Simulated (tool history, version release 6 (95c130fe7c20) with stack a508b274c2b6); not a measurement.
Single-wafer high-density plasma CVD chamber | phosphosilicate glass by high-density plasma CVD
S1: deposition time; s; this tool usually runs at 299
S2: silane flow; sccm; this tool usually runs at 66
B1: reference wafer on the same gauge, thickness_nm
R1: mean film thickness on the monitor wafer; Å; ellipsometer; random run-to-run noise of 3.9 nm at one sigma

run   hour   S1  S2        B1        R1
  1      0  299  66  1720.032  19946.27
  2   29.1  322  57  1720.118   18460.9
  3   42.9  322  57  1721.331  18468.37
  4   57.9  322  57  1720.532   18463.7
  5   80.1  257  56  1719.938  14438.81
  6  174.8  257  56  1720.497  14479.75
  7    202  257  56   1721.02  14468.31
  8    226  299  66   1719.12  19804.18
  9  252.8  279  73  1719.861  20336.94
 10  276.7  299  66  1721.056  19677.85
 11  305.1  299  66    1720.4  20859.68
 12    326  299  66  1719.185  20930.52
 13  358.1  316  66  1719.687  22183.87
 14  373.5  247  72   1719.71  18835.14
 15  406.8  299  62  1719.686  19686.68
 16  434.8  327  53  1720.725  18394.02
 17  467.7  249  61  1718.923  16100.09
 18  492.4  299  66  1718.684  20939.57
 19  521.9  353  73  1719.912  27345.23
 20  546.1  299  66  1720.168  20841.55
 21  571.9  299  66  1720.021  20892.99
 22  599.7  266  56  1721.627  15755.12
 23  624.5  299  75  1720.487  23709.19
 24  644.9  299  66  1719.126  20977.39
 25  670.3  241  66  1720.156  16893.32
 26  691.9  254  78  1719.322  20968.54

The log once held 2 entries between its listed runs, left out of this copy. Where does each go, and what is different about the tool's unlogged condition between the listed run before it and the listed run after it?
Runs 10 to 11: gauge calibrated (hour 296.5); silane flow controller replaced (hour 304.6)
  delivered silane flow above the setpoint (%): -6.03 -> -0.563
  measured minus no-state result, R1: -1263.72 -> -118.03 Å
